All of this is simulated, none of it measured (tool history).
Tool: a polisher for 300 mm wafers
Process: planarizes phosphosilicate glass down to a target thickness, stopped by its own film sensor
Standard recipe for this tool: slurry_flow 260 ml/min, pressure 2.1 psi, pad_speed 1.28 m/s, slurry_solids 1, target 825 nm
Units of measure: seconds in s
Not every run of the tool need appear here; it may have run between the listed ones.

| run | hour | slurry_flow | pressure | pad_speed | slurry_solids | target | incoming thickness of the incoming film, nm | seconds |
|---|---|---|---|---|---|---|---|---|
| 1 | 0 | 260 | 2.1 | 1.28 | 1.2 | 825 | 1253.9 | 73.7 |
|  | 3.7 | conditioning disc replaced and pad reconditioned |
| 2 | 8 | 260 | 2.1 | 1.28 | 1 | 825 | 1240.8 | 78.4 |
| 3 | 16.3 | 280 | 2.1 | 1.28 | 1 | 825 | 1251.8 | 78.5 |
| 4 | 26.9 | 280 | 2.1 | 1.28 | 1 | 825 | 1256.5 | 80.8 |
| 5 | 39 | 280 | 2.1 | 1.28 | 1 | 825 | 1249.5 | 78.7 |
| 6 | 50.9 | 260 | 2.4 | 1.28 | 1 | 825 | 1241.6 | 69.6 |
| 7 | 61.1 | 290 | 2.1 | 1.14 | 1 | 825 | 1262.7 | 88.2 |
|  | 65.7 | worn pad replaced by a new one |
| 8 | 76 | 305 | 2.6 | 1.28 | 1.25 | 825 | 1270.4 | 61.7 |
| 9 | 113.5 | 195 | 1.7 | 1.28 | 0.75 | 825 | 1256.9 | 116.8 |
|  | 120.5 | slurry blender recalibrated |
| 10 | 123.3 | 220 | 2.1 | 1.28 | 1 | 696 | 1254.5 | 106.6 |
| 11 | 136 | 260 | 2.1 | 1.28 | 1 | 825 | 1261.5 | 82.9 |
|  | 141.7 | conditioning disc replaced and pad reconditioned |
| 12 | 153.7 | 320 | 1.7 | 1.52 | 0.7 | 825 | 1259.5 | 102.1 |
|  | 162.6 | worn pad replaced by a new one |
| 13 | 163.1 | 260 | 2.6 | 0.98 | 1 | 890 | 1258.4 | 72.1 |
| 14 | 176.5 | 260 | 1.8 | 0.88 | 1.3 | 699 | 1262.7 | 144.9 |
| 15 | 187.3 | 260 | 2.5 | 1.28 | 1 | 825 | 1260.1 | 71.8 |
| 16 | 194.3 | 260 | 2.1 | 1.28 | 1 | 825 | 1254.2 | 78.3 |
| 17 | 206.1 | 260 | 2.4 | 1.28 | 1 | 766 | 1247.3 | 80.5 |
| 18 | 220.5 | 260 | 2.1 | 1.28 | 1 | 825 | 1254.2 | 80.5 |
| 19 | 232.4 | 340 | 2.1 | 1.28 | 1.3 | 678 | 1253.2 | 93.2 |
| 20 | 244.4 | 295 | 2.1 | 1.28 | 1.3 | 825 | 1272.2 | 72 |
| 21 | 262.4 | 260 | 2.1 | 1.28 | 1 | 825 | 1253.7 | 80.1 |
|  | 282.5 | worn pad replaced by a new one |
|  | 288.4 | head pressure recalibrated |
| 22 | 289.5 | 260 | 1.6 | 1.28 | 1 | 675 | 1267.5 | 137.3 |
|  | 291.6 | conditioning disc replaced and pad reconditioned |
| 23 | 303.2 | 230 | 2.1 | 1.28 | 1 | 732 | 1259.7 | 102.3 |
| 24 | 315.6 | 260 | 1.5 | 1.28 | 1.15 | 825 | 1242.4 | 95.6 |
| 25 | 333.3 | 260 | 1.8 | 1.28 | 1 | 825 | 1262.6 | 94 |

Forecast run 26:
| 26 | 341.1 | 260 | 2.1 | 1.28 | 1 | 825 | 1258.5 | ? |

For run 26 the tool returned seconds 78.7 s.
Had the tool carried no hidden state, the very same run would have given seconds 78.7 s.

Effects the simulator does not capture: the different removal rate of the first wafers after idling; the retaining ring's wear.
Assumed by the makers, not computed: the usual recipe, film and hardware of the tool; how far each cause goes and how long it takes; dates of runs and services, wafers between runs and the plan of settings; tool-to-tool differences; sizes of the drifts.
